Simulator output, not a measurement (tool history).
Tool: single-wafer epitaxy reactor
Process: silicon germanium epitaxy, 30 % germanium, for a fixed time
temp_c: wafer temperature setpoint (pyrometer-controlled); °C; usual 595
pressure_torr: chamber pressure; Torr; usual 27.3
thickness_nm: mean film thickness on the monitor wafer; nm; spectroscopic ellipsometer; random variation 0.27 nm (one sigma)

run	day	temp_c	pressure_torr	read-back reference wafer on the same gauge, thickness_nm	thickness_nm
1	0.000	595	30.4	70.559	60.593
2	0.483	595	30.4	70.594	59.502
3	1.033	595	27.3	70.412	57.891
4	1.533	595	27.3	70.500	57.202
5	2.133	595	27.3	70.364	57.696
6	2.779	595	27.3	70.492	58.149
7	3.104	595	27.3	70.493	57.679
8	3.746	605	30.7	70.456	73.640
9	5.412	605	30.7	70.412	73.892
10	6.012	605	30.7	70.488	73.944
11	6.317	595	27.3	70.557	57.605
12	6.917	595	27.3	70.517	57.836
13	7.292	595	27.3	70.539	57.905
14	7.621	595	27.3	70.613	57.604
15	7.871	595	32.5	70.555	61.548
16	8.175	595	32.5	70.481	62.192
17	8.812	604	27.3	70.434	68.772
18	9.458	591	23.1	70.447	49.857
19	10.092	604	23.8	70.526	65.925
20	10.612	591	23.1	70.407	50.232
21	11.800	588	23.7	70.486	47.326
22	12.383	584	23.8	70.491	41.741
23	12.583	607	27.3	70.396	69.339
24	13.042	581	29.9	70.422	42.012
25	13.304	599	27.3	70.626	59.250
26	13.975	595	29.5	70.597	56.169
27	14.512	595	27.3	70.658	54.550
28	15.146	585	22.9	70.463	41.385
29	15.717	586	25.6	70.610	43.562
30	16.296	589	20.7	70.519	43.430
31	16.908	586	24.8	70.439	50.950
32	17.229	588	24.2	70.483	52.319
33	17.508	585	27.3	70.425	51.073
34	18.042	581	29.9	70.464	48.866
35	18.700	608	30.3	70.502	83.482

Not shown: 5 entries that the log had between the listed runs. Between which runs, and how does the tool's hidden state differ before and after?
Between runs 8 and 9: gauge calibrated (day 4.688); capacitance manometer re-zeroed and calibrated (day 5.392)
  wafer temperature above the value expected at the setpoint (K): -4.48 -> -4.49
  measured less the result without the state, thickness_nm: -6.696 -> -6.746 nm
Between runs 21 and 22: showerhead replaced (day 12.292); pyrometer calibrated (day 12.362)
  wafer temperature above the value expected at the setpoint (K): -4.55 -> -7.29
  measured less the result without the state, thickness_nm: -4.577 -> -6.747 nm
Between runs 30 and 31: pyrometer calibrated, repeated, since the last time left the tool worse (day 16.662)
  wafer temperature above the value expected at the setpoint (K): -7.77 -> -0.322
  measured less the result without the state, thickness_nm: -7.419 -> -0.334 nm
